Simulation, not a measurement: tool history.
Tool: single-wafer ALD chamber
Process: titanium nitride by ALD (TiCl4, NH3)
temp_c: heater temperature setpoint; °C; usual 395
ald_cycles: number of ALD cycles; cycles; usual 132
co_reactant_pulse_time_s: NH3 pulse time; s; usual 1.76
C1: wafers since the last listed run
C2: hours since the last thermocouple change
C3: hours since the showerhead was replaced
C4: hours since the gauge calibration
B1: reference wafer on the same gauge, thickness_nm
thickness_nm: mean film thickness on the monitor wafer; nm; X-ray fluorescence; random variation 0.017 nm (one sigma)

Run 1, hour 0: usual settings; C1 0; C2 682.6; C3 2606.8; C4 984.6; B1 3.545. Result: thickness_nm 3.226 nm.
Run 2, hour 38.8: usual settings; C1 93; C2 721.4; C3 2645.6; C4 1023.4; B1 3.541. Result: thickness_nm 3.238 nm.
Run 3, hour 81.9: usual settings; C1 103; C2 764.5; C3 2688.7; C4 1066.5; B1 3.538. Result: thickness_nm 3.254 nm.
Run 4, hour 121.8: usual settings but ald_cycles 150 cycles; C1 95; C2 804.4; C3 2728.6; C4 1106.4; B1 3.536. Result: thickness_nm 3.72 nm.
Run 5, hour 170.6: usual settings; C1 117; C2 853.2; C3 2777.4; C4 1155.2; B1 3.545. Result: thickness_nm 3.222 nm.
Run 6, hour 229: usual settings; C1 140; C2 911.6; C3 2835.8; C4 1213.6; B1 3.536. Result: thickness_nm 3.247 nm.
Run 7, hour 281.4: usual settings; C1 125; C2 964; C3 2888.2; C4 1266; B1 3.545. Result: thickness_nm 3.234 nm.
At hour 341.8: thermocouple changed; heater temperature recalibrated.
Run 8, hour 342.3: usual settings; C1 127; C2 0.5; C3 2949.1; C4 1326.9; B1 3.538. Result: thickness_nm 3.243 nm.
Run 9, hour 404.2: usual settings; C1 148; C2 62.4; C3 3011; C4 1388.8; B1 3.535. Result: thickness_nm 3.228 nm.
At hour 427.2: showerhead replaced.
Run 10, hour 441.8: usual settings but temp_c 383 °C, ald_cycles 139 cycles; C1 71; C2 100; C3 14.6; C4 1426.4; B1 3.539. Result: thickness_nm 3.342 nm.
Run 11, hour 476.8: usual settings but temp_c 383 °C, ald_cycles 139 cycles; C1 84; C2 135; C3 49.6; C4 1461.4; B1 3.538. Result: thickness_nm 3.371 nm.
Run 12, hour 531.3: usual settings but temp_c 383 °C, ald_cycles 139 cycles; C1 130; C2 189.5; C3 104.1; C4 1515.9; B1 3.537. Result: thickness_nm 3.374 nm.
Run 13, hour 599.5: usual settings; C1 163; C2 257.7; C3 172.3; C4 1584.1; B1 3.538. Result: thickness_nm 3.253 nm.
Run 14, hour 667.1: usual settings; C1 162; C2 325.3; C3 239.9; C4 1651.7; B1 3.545. Result: thickness_nm 3.233 nm.
Run 15, hour 700.7: usual settings; C1 80; C2 358.9; C3 273.5; C4 1685.3; B1 3.538. Result: thickness_nm 3.234 nm.
Run 16, hour 769: usual settings; C1 164; C2 427.2; C3 341.8; C4 1753.6; B1 3.54. Result: thickness_nm 3.233 nm.
Run 17, hour 831.5: usual settings; C1 150; C2 489.7; C3 404.3; C4 1816.1; B1 3.531. Result: thickness_nm 3.238 nm.
Run 18, hour 887.2: usual settings but temp_c 406 °C, ald_cycles 140 cycles, co_reactant_pulse_time_s 1.26 s; C1 133; C2 545.4; C3 460; C4 1871.8; B1 3.538. Result: thickness_nm 3.38 nm.
At hour 892: gauge calibrated.
Run 19, hour 936.5: usual settings but temp_c 387 °C, ald_cycles 156 cycles; C1 118; C2 594.7; C3 509.3; C4 44.5; B1 3.538. Result: thickness_nm 3.777 nm.
Run 20, hour 989: usual settings but temp_c 384 °C, ald_cycles 109 cycles, co_reactant_pulse_time_s 1.3 s; C1 126; C2 647.2; C3 561.8; C4 97; B1 3.535. Result: thickness_nm 2.584 nm.
Run 21, hour 1050.5: usual settings but temp_c 386 °C, co_reactant_pulse_time_s 2.1 s; C1 147; C2 708.7; C3 623.3; C4 158.5; B1 3.536. Result: thickness_nm 3.251 nm.
Run 22, hour 1095.4: usual settings but co_reactant_pulse_time_s 2.37 s; C1 107; C2 753.6; C3 668.2; C4 203.4; B1 3.539. Result: thickness_nm 3.281 nm.
Run 23, hour 1155.6: usual settings but ald_cycles 152 cycles; C1 144; C2 813.8; C3 728.4; C4 263.6; B1 3.543. Result: thickness_nm 3.708 nm.
Run 24, hour 1235.8: usual settings; C1 192; C2 894; C3 808.6; C4 343.8; B1 3.535. Result: thickness_nm 3.254 nm.
At hour 1259.5: thermocouple changed; heater temperature recalibrated.
Run 25, hour 1271.9: usual settings but temp_c 401 °C, ald_cycles 149 cycles, co_reactant_pulse_time_s 1.54 s; C1 67; C2 12.4; C3 844.7; C4 379.9; B1 3.542. Result: thickness_nm 3.647 nm.
Run 26, hour 1332.4: usual settings but ald_cycles 154 cycles, co_reactant_pulse_time_s 2.36 s; C1 145; C2 72.9; C3 905.2; C4 440.4; B1 3.542. Result: thickness_nm 3.841 nm.
Run 27, hour 1377.1: usual settings but temp_c 401 °C, co_reactant_pulse_time_s 2.32 s; C1 107; C2 117.6; C3 949.9; C4 485.1; B1 3.531. Result: thickness_nm 3.334 nm.
Run 28, hour 1448.1: usual settings; C1 170; C2 188.6; C3 1020.9; C4 556.1; B1 3.531. Result: thickness_nm 3.239 nm.
Run 29, hour 1514.2: usual settings but temp_c 385 °C, ald_cycles 145 cycles, co_reactant_pulse_time_s 2.16 s; C1 158; C2 254.7; C3 1087; C4 622.2; B1 3.542. Result: thickness_nm 3.576 nm.
Run 30, hour 1552.3: usual settings but ald_cycles 156 cycles, co_reactant_pulse_time_s 2.18 s; C1 91; C2 292.8; C3 1125.1; C4 660.3; B1 3.533. Result: thickness_nm 3.825 nm.
Run 31, hour 1588.3: usual settings but temp_c 400 °C, ald_cycles 145 cycles, co_reactant_pulse_time_s 2.01 s; C1 86; C2 328.8; C3 1161.1; C4 696.3; B1 3.539. Result: thickness_nm 3.585 nm.
Run 32, hour 1618.8: usual settings; C1 73; C2 359.3; C3 1191.6; C4 726.8; B1 3.541. Result: thickness_nm 3.213 nm.
Run 33, hour 1683.1: usual settings; C1 154; C2 423.6; C3 1255.9; C4 791.1; B1 3.535. Result: thickness_nm 3.24 nm.
Run 34, hour 1714.3: usual settings but temp_c 390 °C; C1 74; C2 454.8; C3 1287.1; C4 822.3; B1 3.541. Result: thickness_nm 3.216 nm.
Run 35, hour 1755.5: usual settings but co_reactant_pulse_time_s 1.39 s; C1 98; C2 496; C3 1328.3; C4 863.5; B1 3.538. Result: thickness_nm 3.19 nm.
Run 36, hour 1819.7: usual settings but temp_c 410 °C; C1 154; C2 560.2; C3 1392.5; C4 927.7; B1 3.534. Result: thickness_nm 3.308 nm.

The next listed run, before its measurement:
Run 37, hour 1854.5: usual settings but ald_cycles 140 cycles, co_reactant_pulse_time_s 2.2 s; C1 83; C2 595; C3 1427.3; C4 962.5; B1 ?. Result: thickness_nm ?.

B1: 3.543
thickness_nm: 3.525 nm
Without the tool's hidden state the same run would have given thickness_nm 3.525 nm.

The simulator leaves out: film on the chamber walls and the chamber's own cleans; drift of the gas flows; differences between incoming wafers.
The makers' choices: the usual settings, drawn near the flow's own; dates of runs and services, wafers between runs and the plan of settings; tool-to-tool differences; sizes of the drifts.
